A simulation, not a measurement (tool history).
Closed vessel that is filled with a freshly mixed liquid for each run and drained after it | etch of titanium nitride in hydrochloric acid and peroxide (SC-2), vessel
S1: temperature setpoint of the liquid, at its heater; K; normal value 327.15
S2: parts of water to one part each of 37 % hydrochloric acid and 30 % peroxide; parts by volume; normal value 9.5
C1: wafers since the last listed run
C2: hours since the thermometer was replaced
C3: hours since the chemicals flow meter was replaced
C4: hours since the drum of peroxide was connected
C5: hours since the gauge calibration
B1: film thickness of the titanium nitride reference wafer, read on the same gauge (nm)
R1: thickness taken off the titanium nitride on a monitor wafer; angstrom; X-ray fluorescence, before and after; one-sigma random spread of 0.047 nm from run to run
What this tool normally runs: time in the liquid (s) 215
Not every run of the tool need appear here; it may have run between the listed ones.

Run 1, day 0.000: usual settings; C1 0; C2 1440.6; C3 1690.7; C4 976.1; C5 1107.2; B1 149.99. Result: R1 73.4 angstrom.
Run 2, day 1.025: usual settings; C1 2813; C2 1465.2; C3 1715.3; C4 1000.7; C5 1131.8; B1 149.99. Result: R1 74.7 angstrom.
At day 1.708: new drum of peroxide connected.
Run 3, day 1.942: usual settings; C1 2401; C2 1487.2; C3 1737.3; C4 5.6; C5 1153.8; B1 149.98. Result: R1 74.7 angstrom.
Run 4, day 2.462: usual settings but S1 330.65 K; C1 1429; C2 1499.7; C3 1749.8; C4 18.1; C5 1166.3; B1 150.03. Result: R1 91.4 angstrom.
Run 5, day 3.104: usual settings but time in the liquid (s) 115; C1 1761; C2 1515.1; C3 1765.2; C4 33.5; C5 1181.7; B1 149.97. Result: R1 39.2 angstrom.
Run 6, day 4.079: usual settings but S1 330.15 K, time in the liquid (s) 140; C1 2675; C2 1538.5; C3 1788.6; C4 56.9; C5 1205.1; B1 150.02. Result: R1 57.9 angstrom.
Run 7, day 4.833: usual settings but S2 14.0 parts by volume; C1 2069; C2 1556.6; C3 1806.7; C4 75.0; C5 1223.2; B1 150.01. Result: R1 53.6 angstrom.
Run 8, day 5.483: usual settings; C1 1783; C2 1572.2; C3 1822.3; C4 90.6; C5 1238.8; B1 149.98. Result: R1 74.4 angstrom.
Run 9, day 6.904: usual settings but S2 8.0 parts by volume, time in the liquid (s) 115; C1 3899; C2 1606.3; C3 1856.4; C4 124.7; C5 1272.9; B1 149.98. Result: R1 45.2 angstrom.
At day 7.529: thermometer replaced.
Run 10, day 8.133: usual settings; C1 3259; C2 14.5; C3 1885.9; C4 154.2; C5 1302.4; B1 149.95. Result: R1 82.1 angstrom.
Run 11, day 9.546: usual settings but S1 324.65 K, S2 12.5 parts by volume, time in the liquid (s) 310; C1 3876; C2 48.4; C3 1919.8; C4 188.1; C5 1336.3; B1 149.96. Result: R1 81.0 angstrom.
Run 12, day 10.212: usual settings; C1 1829; C2 64.4; C3 1935.8; C4 204.1; C5 1352.3; B1 150.06. Result: R1 82.2 angstrom.
At day 10.725: chemicals flow meter replaced.
Run 13, day 10.833: usual settings but S1 322.15 K, S2 11.0 parts by volume, time in the liquid (s) 310; C1 1589; C2 79.3; C3 2.6; C4 219.0; C5 1367.2; B1 149.97. Result: R1 76.4 angstrom.
Run 14, day 11.492: usual settings but S1 318.65 K; C1 1806; C2 95.1; C3 18.4; C4 234.8; C5 1383.0; B1 149.95. Result: R1 47.9 angstrom.
At day 12.754: gauge calibrated.
Run 15, day 12.954: usual settings but S1 336.15 K, S2 7.0 parts by volume; C1 4013; C2 130.2; C3 53.5; C4 269.9; C5 4.8; B1 150.02. Result: R1 184.0 angstrom.
Run 16, day 13.667: usual settings but S1 320.15 K, S2 11.5 parts by volume, time in the liquid (s) 115; C1 1955; C2 147.3; C3 70.6; C4 287.0; C5 21.9; B1 149.96. Result: R1 24.0 angstrom.
Run 17, day 14.238: usual settings; C1 1566; C2 161.0; C3 84.3; C4 300.7; C5 35.6; B1 149.98. Result: R1 82.6 angstrom.
At day 14.588: thermometer replaced, repeated, since the last time left the tool worse.
Run 18, day 15.412: usual settings but time in the liquid (s) 310; C1 3110; C2 19.8; C3 112.5; C4 328.9; C5 63.8; B1 150.04. Result: R1 98.5 angstrom.
Run 19, day 16.188: usual settings but S1 324.15 K; C1 2126; C2 38.4; C3 131.1; C4 347.5; C5 82.4; B1 150.01. Result: R1 55.3 angstrom.
Run 20, day 16.762: usual settings but S1 330.65 K, S2 12.0 parts by volume, time in the liquid (s) 175; C1 1578; C2 52.2; C3 144.9; C4 361.3; C5 96.2; B1 150.01. Result: R1 56.3 angstrom.
Run 21, day 17.904: usual settings; C1 3133; C2 79.6; C3 172.3; C4 388.7; C5 123.6; B1 149.95. Result: R1 66.9 angstrom.
Run 22, day 19.392: usual settings but S1 323.65 K; C1 4082; C2 115.3; C3 208.0; C4 424.4; C5 159.3; B1 150.01. Result: R1 53.9 angstrom.
Run 23, day 20.454: usual settings but S1 319.65 K, S2 11.5 parts by volume, time in the liquid (s) 300; C1 2915; C2 140.8; C3 233.5; C4 449.9; C5 184.8; B1 150.00. Result: R1 49.3 angstrom.
Run 24, day 21.250: usual settings; C1 2184; C2 159.9; C3 252.6; C4 469.0; C5 203.9; B1 150.01. Result: R1 67.9 angstrom.
Run 25, day 25.725: usual settings but S1 331.15 K, S2 4.5 parts by volume; C1 12281; C2 267.3; C3 360.0; C4 576.4; C5 311.3; B1 150.03. Result: R1 157.1 angstrom.
Run 26, day 26.950: usual settings but S1 323.15 K, S2 6.0 parts by volume; C1 3361; C2 296.7; C3 389.4; C4 605.8; C5 340.7; B1 150.00. Result: R1 76.6 angstrom.
Run 27, day 28.388: usual settings but S1 333.15 K, S2 12.0 parts by volume, time in the liquid (s) 315; C1 3945; C2 331.2; C3 423.9; C4 640.3; C5 375.2; B1 150.01. Result: R1 119.9 angstrom.
Run 28, day 29.762: usual settings; C1 3773; C2 364.2; C3 456.9; C4 673.3; C5 408.2; B1 150.02. Result: R1 68.6 angstrom.

Below are 5 alternative next runs, each starting from the tool's condition after run 28. Predict each:
Run A, day 29.792: usual settings but time in the liquid (s) 305; C1 80; C2 364.9; C3 457.6; C4 674.0; C5 408.9; B1 ?. Result: R1 ?.
Run B, day 29.792: usual settings but S2 12.0 parts by volume, time in the liquid (s) 320; C1 80; C2 364.9; C3 457.6; C4 674.0; C5 408.9; B1 ?. Result: R1 ?.
Run C, day 29.792: usual settings but S1 334.65 K, S2 5.0 parts by volume; C1 80; C2 364.9; C3 457.6; C4 674.0; C5 408.9; B1 ?. Result: R1 ?.
Run D, day 29.792: usual settings but S1 334.65 K; C1 80; C2 364.9; C3 457.6; C4 674.0; C5 408.9; B1 ?. Result: R1 ?.
Run E, day 29.792: usual settings but S2 5.0 parts by volume, time in the liquid (s) 335; C1 80; C2 364.9; C3 457.6; C4 674.0; C5 408.9; B1 ?. Result: R1 ?.

run      B1     R1
  A  150.03   97.7
  B  150.03   84.2
  C  150.03  182.0
  D  150.03  110.8
  E  150.03  176.2
With the hidden condition removed and each run's random variation left untouched, the same runs would have given:
run     R1
  A   95.2
  B   82.1
  C  177.6
  D  108.1
  E  171.8
